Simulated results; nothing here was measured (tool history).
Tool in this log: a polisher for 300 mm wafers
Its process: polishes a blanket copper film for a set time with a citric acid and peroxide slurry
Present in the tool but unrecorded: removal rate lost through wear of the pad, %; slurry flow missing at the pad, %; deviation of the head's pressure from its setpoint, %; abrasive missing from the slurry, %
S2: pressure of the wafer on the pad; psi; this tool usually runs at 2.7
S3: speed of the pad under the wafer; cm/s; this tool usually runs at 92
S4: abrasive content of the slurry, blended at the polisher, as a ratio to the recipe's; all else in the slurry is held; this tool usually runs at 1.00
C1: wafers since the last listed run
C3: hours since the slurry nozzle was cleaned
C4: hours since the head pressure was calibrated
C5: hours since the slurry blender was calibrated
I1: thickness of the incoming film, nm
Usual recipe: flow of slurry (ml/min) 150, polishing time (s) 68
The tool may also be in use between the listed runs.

run 1 hour=0.0 | flow_of_slurry_(ml/min)=150 S2=2.7 S3=92 S4=1.00 polishing_time_(s)=68 | C1=0 wafers_polished_on_this_pad=2135 C3=175.7 C4=459.8 C5=259.3 | I1=780.4 | film_removed_(angstrom)=1103
run 2 hour=30.6 | flow_of_slurry_(ml/min)=150 S2=2.7 S3=92 S4=1.00 polishing_time_(s)=68 | C1=407 wafers_polished_on_this_pad=2542 C3=206.3 C4=490.4 C5=289.9 | I1=768.7 | film_removed_(angstrom)=1075
-- hour=51.3 worn pad replaced by a new one
run 3 hour=61.3 | flow_of_slurry_(ml/min)=150 S2=2.7 S3=92 S4=1.00 polishing_time_(s)=68 | C1=355 wafers_polished_on_this_pad=133 C3=237.0 C4=521.1 C5=320.6 | I1=779.7 | film_removed_(angstrom)=1093
run 4 hour=127.2 | flow_of_slurry_(ml/min)=150 S2=2.7 S3=92 S4=1.10 polishing_time_(s)=74 | C1=876 wafers_polished_on_this_pad=1009 C3=302.9 C4=587.0 C5=386.5 | I1=778.1 | film_removed_(angstrom)=1225
run 5 hour=161.6 | flow_of_slurry_(ml/min)=150 S2=2.7 S3=92 S4=1.10 polishing_time_(s)=74 | C1=457 wafers_polished_on_this_pad=1467 C3=337.3 C4=621.4 C5=420.9 | I1=785.7 | film_removed_(angstrom)=1220
run 6 hour=182.5 | flow_of_slurry_(ml/min)=150 S2=2.7 S3=80 S4=1.00 polishing_time_(s)=68 | C1=278 wafers_polished_on_this_pad=1745 C3=358.2 C4=642.3 C5=441.8 | I1=775.0 | film_removed_(angstrom)=953
-- hour=190.0 slurry blender recalibrated
run 7 hour=215.0 | flow_of_slurry_(ml/min)=150 S2=2.7 S3=80 S4=1.00 polishing_time_(s)=68 | C1=405 wafers_polished_on_this_pad=2151 C3=390.7 C4=674.8 C5=25.0 | I1=770.5 | film_removed_(angstrom)=964
run 8 hour=242.1 | flow_of_slurry_(ml/min)=150 S2=2.7 S3=80 S4=1.00 polishing_time_(s)=68 | C1=360 wafers_polished_on_this_pad=2511 C3=417.8 C4=701.9 C5=52.1 | I1=787.0 | film_removed_(angstrom)=935
-- hour=271.9 head pressure recalibrated
-- hour=278.5 worn pad replaced by a new one
-- hour=299.5 slurry nozzle cleaned
run 9 hour=302.5 | flow_of_slurry_(ml/min)=150 S2=2.7 S3=114 S4=1.00 polishing_time_(s)=68 | C1=710 wafers_polished_on_this_pad=305 C3=3.0 C4=30.6 C5=112.5 | I1=793.0 | film_removed_(angstrom)=1447
run 10 hour=337.4 | flow_of_slurry_(ml/min)=150 S2=2.7 S3=92 S4=1.00 polishing_time_(s)=68 | C1=464 wafers_polished_on_this_pad=769 C3=37.9 C4=65.5 C5=147.4 | I1=782.8 | film_removed_(angstrom)=1169
run 11 hour=434.6 | flow_of_slurry_(ml/min)=150 S2=2.7 S3=92 S4=1.00 polishing_time_(s)=68 | C1=1293 wafers_polished_on_this_pad=2062 C3=135.1 C4=162.7 C5=244.6 | I1=788.2 | film_removed_(angstrom)=1168
-- hour=482.0 worn pad replaced by a new one
run 12 hour=517.5 | flow_of_slurry_(ml/min)=150 S2=2.7 S3=92 S4=1.00 polishing_time_(s)=68 | C1=1049 wafers_polished_on_this_pad=472 C3=218.0 C4=245.6 C5=327.5 | I1=773.5 | film_removed_(angstrom)=1109
run 13 hour=620.5 | flow_of_slurry_(ml/min)=130 S2=2.7 S3=72 S4=0.80 polishing_time_(s)=45 | C1=1370 wafers_polished_on_this_pad=1842 C3=321.0 C4=348.6 C5=430.5 | I1=781.3 | film_removed_(angstrom)=532
run 14 hour=649.4 | flow_of_slurry_(ml/min)=150 S2=2.7 S3=114 S4=1.00 polishing_time_(s)=68 | C1=384 wafers_polished_on_this_pad=2226 C3=349.9 C4=377.5 C5=459.4 | I1=792.4 | film_removed_(angstrom)=1381
run 15 hour=670.3 | flow_of_slurry_(ml/min)=150 S2=2.0 S3=92 S4=1.00 polishing_time_(s)=53 | C1=278 wafers_polished_on_this_pad=2504 C3=370.8 C4=398.4 C5=480.3 | I1=773.6 | film_removed_(angstrom)=697
-- hour=691.9 slurry nozzle cleaned
-- hour=696.4 slurry blender recalibrated
run 16 hour=697.1 | flow_of_slurry_(ml/min)=150 S2=2.7 S3=64 S4=1.10 polishing_time_(s)=68 | C1=316 wafers_polished_on_this_pad=2821 C3=5.2 C4=425.2 C5=0.7 | I1=787.0 | film_removed_(angstrom)=820
-- hour=728.3 worn pad replaced by a new one
run 17 hour=728.8 | flow_of_slurry_(ml/min)=195 S2=2.7 S3=92 S4=0.75 polishing_time_(s)=82 | C1=368 wafers_polished_on_this_pad=6 C3=36.9 C4=456.9 C5=32.4 | I1=777.3 | film_removed_(angstrom)=1255
run 18 hour=743.8 | flow_of_slurry_(ml/min)=150 S2=2.3 S3=72 S4=1.15 polishing_time_(s)=57 | C1=199 wafers_polished_on_this_pad=206 C3=51.9 C4=471.9 C5=47.4 | I1=795.5 | film_removed_(angstrom)=684
run 19 hour=758.5 | flow_of_slurry_(ml/min)=195 S2=2.7 S3=92 S4=0.75 polishing_time_(s)=82 | C1=195 wafers_polished_on_this_pad=402 C3=66.6 C4=486.6 C5=62.1 | I1=773.9 | film_removed_(angstrom)=1240
run 20 hour=778.2 | flow_of_slurry_(ml/min)=150 S2=2.7 S3=80 S4=1.00 polishing_time_(s)=68 | C1=262 wafers_polished_on_this_pad=664 C3=86.3 C4=506.3 C5=81.8 | I1=778.1 | film_removed_(angstrom)=954
run 21 hour=796.7 | flow_of_slurry_(ml/min)=130 S2=1.9 S3=92 S4=1.00 polishing_time_(s)=68 | C1=246 wafers_polished_on_this_pad=910 C3=104.8 C4=524.8 C5=100.3 | I1=779.6 | film_removed_(angstrom)=858
run 22 hour=817.8 | flow_of_slurry_(ml/min)=150 S2=2.7 S3=92 S4=1.00 polishing_time_(s)=68 | C1=280 wafers_polished_on_this_pad=1190 C3=125.9 C4=545.9 C5=121.4 | I1=784.2 | film_removed_(angstrom)=1092
run 23 hour=852.5 | flow_of_slurry_(ml/min)=150 S2=2.7 S3=92 S4=1.00 polishing_time_(s)=68 | C1=461 wafers_polished_on_this_pad=1652 C3=160.6 C4=580.6 C5=156.1 | I1=777.2 | film_removed_(angstrom)=1074
run 24 hour=881.1 | flow_of_slurry_(ml/min)=100 S2=3.0 S3=92 S4=1.00 polishing_time_(s)=85 | C1=380 wafers_polished_on_this_pad=2033 C3=189.2 C4=609.2 C5=184.7 | I1=769.5 | film_removed_(angstrom)=1318
run 25 hour=894.8 | flow_of_slurry_(ml/min)=150 S2=3.3 S3=92 S4=0.85 polishing_time_(s)=79 | C1=182 wafers_polished_on_this_pad=2215 C3=202.9 C4=622.9 C5=198.4 | I1=781.1 | film_removed_(angstrom)=1391
run 26 hour=917.0 | flow_of_slurry_(ml/min)=170 S2=3.2 S3=104 S4=1.00 polishing_time_(s)=60 | C1=295 wafers_polished_on_this_pad=2510 C3=225.1 C4=645.1 C5=220.6 | I1=779.6 | film_removed_(angstrom)=1231
run 27 hour=942.9 | flow_of_slurry_(ml/min)=150 S2=2.7 S3=92 S4=1.00 polishing_time_(s)=68 | C1=344 wafers_polished_on_this_pad=2855 C3=251.0 C4=671.0 C5=246.5 | I1=795.3 | film_removed_(angstrom)=1097
-- hour=953.6 worn pad replaced by a new one
run 28 hour=958.2 | flow_of_slurry_(ml/min)=170 S2=2.2 S3=92 S4=1.20 polishing_time_(s)=79 | C1=150 wafers_polished_on_this_pad=60 C3=266.3 C4=686.3 C5=261.8 | I1=773.0 | film_removed_(angstrom)=1212
-- hour=984.2 head pressure recalibrated
run 29 hour=993.4 | flow_of_slurry_(ml/min)=170 S2=2.7 S3=92 S4=1.00 polishing_time_(s)=55 | C1=441 wafers_polished_on_this_pad=502 C3=301.5 C4=9.2 C5=297.0 | I1=783.4 | film_removed_(angstrom)=979

Here are 5 independent what-if runs from the current tool condition. What would each one return?
run A hour=993.8 | flow_of_slurry_(ml/min)=150 S2=2.7 S3=92 S4=0.90 polishing_time_(s)=68 | C1=5 wafers_polished_on_this_pad=507 C3=301.9 C4=9.6 C5=297.4 | I1=773.7 | film_removed_(angstrom)=?
run B hour=993.8 | flow_of_slurry_(ml/min)=125 S2=2.1 S3=92 S4=1.10 polishing_time_(s)=80 | C1=5 wafers_polished_on_this_pad=507 C3=301.9 C4=9.6 C5=297.4 | I1=773.7 | film_removed_(angstrom)=?
run C hour=993.8 | flow_of_slurry_(ml/min)=190 S2=2.4 S3=112 S4=1.20 polishing_time_(s)=68 | C1=5 wafers_polished_on_this_pad=507 C3=301.9 C4=9.6 C5=297.4 | I1=773.7 | film_removed_(angstrom)=?
run D hour=993.8 | flow_of_slurry_(ml/min)=150 S2=3.0 S3=80 S4=0.80 polishing_time_(s)=74 | C1=5 wafers_polished_on_this_pad=507 C3=301.9 C4=9.6 C5=297.4 | I1=773.7 | film_removed_(angstrom)=?
run E hour=993.8 | flow_of_slurry_(ml/min)=150 S2=2.7 S3=92 S4=0.85 polishing_time_(s)=68 | C1=5 wafers_polished_on_this_pad=507 C3=301.9 C4=9.6 C5=297.4 | I1=773.7 | film_removed_(angstrom)=?

run=A film_removed_(angstrom)=1130
run=B film_removed_(angstrom)=1146
run=C film_removed_(angstrom)=1436
run=D film_removed_(angstrom)=1114
run=E film_removed_(angstrom)=1108
Without the tool's unlogged condition, the same runs would have read:
run=A film_removed_(angstrom)=1135
run=B film_removed_(angstrom)=1151
run=C film_removed_(angstrom)=1442
run=D film_removed_(angstrom)=1119
run=E film_removed_(angstrom)=1113
